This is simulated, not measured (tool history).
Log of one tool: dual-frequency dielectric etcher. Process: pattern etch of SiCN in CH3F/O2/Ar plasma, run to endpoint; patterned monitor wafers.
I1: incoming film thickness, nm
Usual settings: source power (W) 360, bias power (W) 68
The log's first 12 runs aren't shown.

{"run": 13, "hour": 307.8, "source power (W)": 360, "bias power (W)": 79, "I1": 8.23, "endpoint time (s)": 22.8}
{"run": 14, "hour": 321.0, "source power (W)": 360, "bias power (W)": 68, "I1": 8.25, "endpoint time (s)": 23.6}
{"run": 15, "hour": 349.3, "source power (W)": 360, "bias power (W)": 68, "I1": 8.19, "endpoint time (s)": 23.6}
{"run": 16, "hour": 361.4, "source power (W)": 390, "bias power (W)": 68, "I1": 8.23, "endpoint time (s)": 23.3}
{"run": 17, "hour": 377.3, "source power (W)": 340, "bias power (W)": 68, "I1": 8.25, "endpoint time (s)": 24.4}
{"run": 18, "hour": 395.8, "source power (W)": 320, "bias power (W)": 54, "I1": 8.35, "endpoint time (s)": 26.2}
{"hour": 424.2, "done": "upper electrode replaced"}
{"run": 19, "hour": 424.7, "source power (W)": 360, "bias power (W)": 68, "I1": 8.21, "endpoint time (s)": 23.7}
{"run": 20, "hour": 454.5, "source power (W)": 300, "bias power (W)": 51, "I1": 8.16, "endpoint time (s)": 26.5}
{"hour": 484.4, "done": "wet clean of the chamber"}
{"run": 21, "hour": 484.9, "source power (W)": 360, "bias power (W)": 80, "I1": 8.2, "endpoint time (s)": 22.0}
{"run": 22, "hour": 508.3, "source power (W)": 360, "bias power (W)": 68, "I1": 8.19, "endpoint time (s)": 23.0}
{"run": 23, "hour": 541.9, "source power (W)": 360, "bias power (W)": 79, "I1": 8.14, "endpoint time (s)": 21.7}
{"hour": 575.8, "done": "source power generator calibrated"}
{"run": 24, "hour": 577.2, "source power (W)": 400, "bias power (W)": 68, "I1": 8.2, "endpoint time (s)": 22.0}
{"hour": 593.5, "done": "bias power generator calibrated"}
{"run": 25, "hour": 611.8, "source power (W)": 360, "bias power (W)": 68, "I1": 8.19, "endpoint time (s)": 22.5}
{"hour": 639.7, "done": "wet clean of the chamber, repeated, since the last time left the tool worse"}
{"run": 26, "hour": 640.2, "source power (W)": 300, "bias power (W)": 74, "I1": 8.18, "endpoint time (s)": 25.5}
{"run": 27, "hour": 650.9, "source power (W)": 360, "bias power (W)": 55, "I1": 8.18, "endpoint time (s)": 25.6}
{"run": 28, "hour": 677.6, "source power (W)": 360, "bias power (W)": 68, "I1": 8.24, "endpoint time (s)": 24.3}

Forecast run 29:
{"run": 29, "hour": 691.4, "source power (W)": 280, "bias power (W)": 57, "I1": 8.22, "endpoint time (s)": "?"}

{"run 29": {"endpoint time (s)": 27.1}}
Without the tool's hidden state the same run would have given endpoint time (s) 27.1.
